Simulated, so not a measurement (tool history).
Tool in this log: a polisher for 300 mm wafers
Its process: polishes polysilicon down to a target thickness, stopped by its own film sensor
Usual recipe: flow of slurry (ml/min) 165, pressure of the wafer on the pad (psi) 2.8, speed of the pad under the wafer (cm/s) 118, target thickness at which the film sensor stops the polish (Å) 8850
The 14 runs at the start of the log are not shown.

run    hour  flow of slurry (ml/min)  pressure of the wafer on the pad (psi)  speed of the pad under the wafer (cm/s)  target thickness at which the film sensor stops the polish (Å)  wafers since the last listed run  wafers polished on this pad  hours since the slurry nozzle was cleaned  hours since the head pressure was calibrated  incoming thickness of the incoming film, nm  time until the film sensor stopped the polish (s)
 15   896.1                      115                                     3.1                                      134                                                            7920                               184                         2078                                      518.4                                         902.8                                       1555.3                                               95.2
      916.1  -- slurry nozzle cleaned
 16   924.8                      120                                     2.8                                      118                                                            8850                               155                         2234                                        8.7                                         931.5                                       1517.5                                               80.1
 17   973.9                      165                                     2.8                                      118                                                            7620                               276                         2510                                       57.8                                         980.6                                       1545.3                                               97.2
 18  1035.0                      165                                     3.6                                      160                                                            7430                               343                         2854                                      118.9                                        1041.7                                       1540.5                                               60.2
     1068.8  -- worn pad replaced by a new one
 19  1089.0                      130                                     3.2                                      118                                                            8850                               281                          113                                      172.9                                        1095.7                                       1551.6                                               78.4
 20  1132.8                      165                                     2.8                                      118                                                            8850                               246                          359                                      216.7                                        1139.5                                       1507.4                                               77.4
 21  1164.5                      140                                     2.8                                      118                                                            8850                               178                          538                                      248.4                                        1171.2                                       1544.1                                               83.9
 22  1234.9                      165                                     2.8                                      118                                                            8850                               395                          933                                      318.8                                        1241.6                                       1520.3                                               80.4
 23  1260.5                      220                                     2.8                                      154                                                            8850                               143                         1077                                      344.4                                        1267.2                                       1559.7                                               63.0
 24  1293.5                      165                                     2.8                                      118                                                            8850                               185                         1263                                      377.4                                        1300.2                                       1540.2                                               85.4
 25  1341.2                      165                                     2.0                                      130                                                           10400                               268                         1531                                      425.1                                        1347.9                                       1555.7                                               75.7
     1373.3  -- head pressure recalibrated
 26  1385.4                      110                                     2.2                                      118                                                            9840                               237                         1768                                      469.3                                          12.1                                       1534.4                                               92.9
     1412.9  -- slurry nozzle cleaned
 27  1444.9                      165                                     2.8                                      118                                                            8850                               328                         2097                                       32.0                                          71.6                                       1542.1                                               83.5
 28  1499.4                      145                                     2.8                                      118                                                            8850                               306                         2404                                       86.5                                         126.1                                       1528.7                                               82.0
 29  1528.6                      165                                     3.4                                      130                                                            8850                               164                         2568                                      115.7                                         155.3                                       1561.6                                               66.1
     1569.6  -- worn pad replaced by a new one
 30  1591.3                      135                                     2.8                                      118                                                            8850                               330                          122                                      178.4                                         218.0                                       1521.2                                               85.0
 31  1623.2                      165                                     2.8                                      118                                                            8850                               179                          301                                      210.3                                         249.9                                       1521.6                                               79.5
 32  1668.6                      165                                     2.8                                      118                                                            8850                               255                          556                                      255.7                                         295.3                                       1545.0                                               81.8
 33  1718.7                      220                                     3.4                                      140                                                            7110                               281                          838                                      305.8                                         345.4                                       1534.3                                               76.9
 34  1788.1                      165                                     2.8                                      118                                                            8850                               390                         1228                                      375.2                                         414.8                                       1566.8                                               91.1
 35  1822.3                      165                                     2.8                                      118                                                            8850                               192                         1421                                      409.4                                         449.0                                       1560.0                                               90.0
 36  1881.2                      165                                     2.2                                      158                                                            8210                               331                         1752                                      468.3                                         507.9                                       1553.5                                               86.3

Here are 5 independent what-if runs from the current tool condition. What would each one return?
  A  1881.6                      165                                     2.8                                      140                                                            8850                                 2                         1754                                      468.7                                         508.3                                       1535.8                                                  ?
  B  1881.6                      165                                     2.8                                      106                                                            6770                                 2                         1754                                      468.7                                         508.3                                       1535.8                                                  ?
  C  1881.6                      165                                     3.8                                      118                                                            8850                                 2                         1754                                      468.7                                         508.3                                       1535.8                                                  ?
  D  1881.6                      165                                     2.8                                       94                                                            8850                                 2                         1754                                      468.7                                         508.3                                       1535.8                                                  ?
  E  1881.6                      145                                     2.8                                       88                                                            8850                                 2                         1754                                      468.7                                         508.3                                       1535.8                                                  ?

run  time until the film sensor stopped the polish (s)
  A                                               73.7
  B                                              128.4
  C                                               70.2
  D                                              109.8
  E                                              120.6
What these runs would have given with no unlogged condition in the tool:
run  time until the film sensor stopped the polish (s)
  A                                               66.5
  B                                              115.9
  C                                               63.3
  D                                               99.1
  E                                              107.7
